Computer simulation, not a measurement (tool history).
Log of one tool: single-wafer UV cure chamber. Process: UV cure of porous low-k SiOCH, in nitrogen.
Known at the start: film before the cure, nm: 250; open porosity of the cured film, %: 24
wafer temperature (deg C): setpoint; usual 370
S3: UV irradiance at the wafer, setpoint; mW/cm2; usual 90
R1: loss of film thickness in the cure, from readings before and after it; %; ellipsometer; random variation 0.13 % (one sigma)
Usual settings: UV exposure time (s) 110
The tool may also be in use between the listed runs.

Run 1, hour 0.0: usual settings. Result: R1 8.655 %.
Run 2, hour 31.9: usual settings. Result: R1 8.642 %.
Run 3, hour 86.1: usual settings but wafer temperature (deg C) 358. Result: R1 7.908 %.
Run 4, hour 108.3: usual settings but wafer temperature (deg C) 358. Result: R1 7.787 %.
Run 5, hour 177.1: usual settings. Result: R1 7.741 %.
Run 6, hour 193.8: usual settings. Result: R1 7.671 %.
Run 7, hour 216.2: usual settings. Result: R1 7.440 %.
Run 8, hour 228.4: usual settings. Result: R1 7.403 %.
At hour 239.1: quartz window cleaned.
Run 9, hour 244.5: usual settings. Result: R1 8.219 %.
Run 10, hour 265.8: usual settings. Result: R1 8.501 %.
Run 11, hour 296.6: usual settings. Result: R1 7.990 %.
Run 12, hour 332.4: usual settings. Result: R1 8.096 %.
Run 13, hour 365.7: usual settings but S3 101 mW/cm2. Result: R1 8.369 %.
Run 14, hour 395.0: usual settings but wafer temperature (deg C) 384, S3 120 mW/cm2. Result: R1 9.179 %.
Run 15, hour 409.4: usual settings but wafer temperature (deg C) 384, S3 120 mW/cm2. Result: R1 9.120 %.
Run 16, hour 429.3: usual settings. Result: R1 7.853 %.
Run 17, hour 458.1: usual settings. Result: R1 7.617 %.
At hour 487.8: UV bulbs replaced.
Run 18, hour 539.0: usual settings but wafer temperature (deg C) 386, UV exposure time (s) 85, S3 78 mW/cm2. Result: R1 6.789 %.
Run 19, hour 572.5: usual settings. Result: R1 8.327 %.
Run 20, hour 584.5: usual settings but wafer temperature (deg C) 388, UV exposure time (s) 170, S3 70 mW/cm2. Result: R1 9.485 %.
Run 21, hour 605.3: usual settings. Result: R1 8.437 %.
Run 22, hour 622.5: usual settings but UV exposure time (s) 170. Result: R1 10.277 %.
At hour 632.7: quartz window cleaned.
Run 23, hour 674.6: usual settings but wafer temperature (deg C) 358. Result: R1 8.633 %.
Run 24, hour 707.8: usual settings but wafer temperature (deg C) 351, UV exposure time (s) 170, S3 53 mW/cm2. Result: R1 8.356 %.
Run 25, hour 726.7: usual settings. Result: R1 8.904 %.
Run 26, hour 744.1: usual settings but UV exposure time (s) 90. Result: R1 7.835 %.
Run 27, hour 767.2: usual settings but UV exposure time (s) 45. Result: R1 4.919 %.
Run 28, hour 781.1: usual settings. Result: R1 8.811 %.
Run 29, hour 798.0: usual settings but wafer temperature (deg C) 388, UV exposure time (s) 160, S3 128 mW/cm2. Result: R1 12.719 %.
Run 30, hour 827.2: usual settings. Result: R1 8.645 %.
Run 31, hour 850.3: usual settings. Result: R1 8.658 %.
Run 32, hour 881.7: usual settings but S3 52 mW/cm2. Result: R1 6.090 %.
Run 33, hour 899.7: usual settings but wafer temperature (deg C) 358, UV exposure time (s) 160, S3 71 mW/cm2. Result: R1 8.742 %.
Run 34, hour 913.0: usual settings but wafer temperature (deg C) 361, S3 67 mW/cm2. Result: R1 6.878 %.
Run 35, hour 938.7: usual settings but UV exposure time (s) 95. Result: R1 7.916 %.

Forecast each of these 4 alternatives for the next run:
Run A, hour 939.2: usual settings. Result: R1 ?.
Run B, hour 939.2: usual settings but S3 109 mW/cm2. Result: R1 ?.
Run C, hour 939.2: usual settings but UV exposure time (s) 50, S3 65 mW/cm2. Result: R1 ?.
Run D, hour 939.2: usual settings but wafer temperature (deg C) 358, UV exposure time (s) 90, S3 59 mW/cm2. Result: R1 ?.

run     R1
  A  8.460
  B  9.369
  C  3.952
  D  5.516
Without the tool's hidden state the same runs would have given:
run      R1
  A   9.350
  B  10.277
  C   4.578
  D   6.281
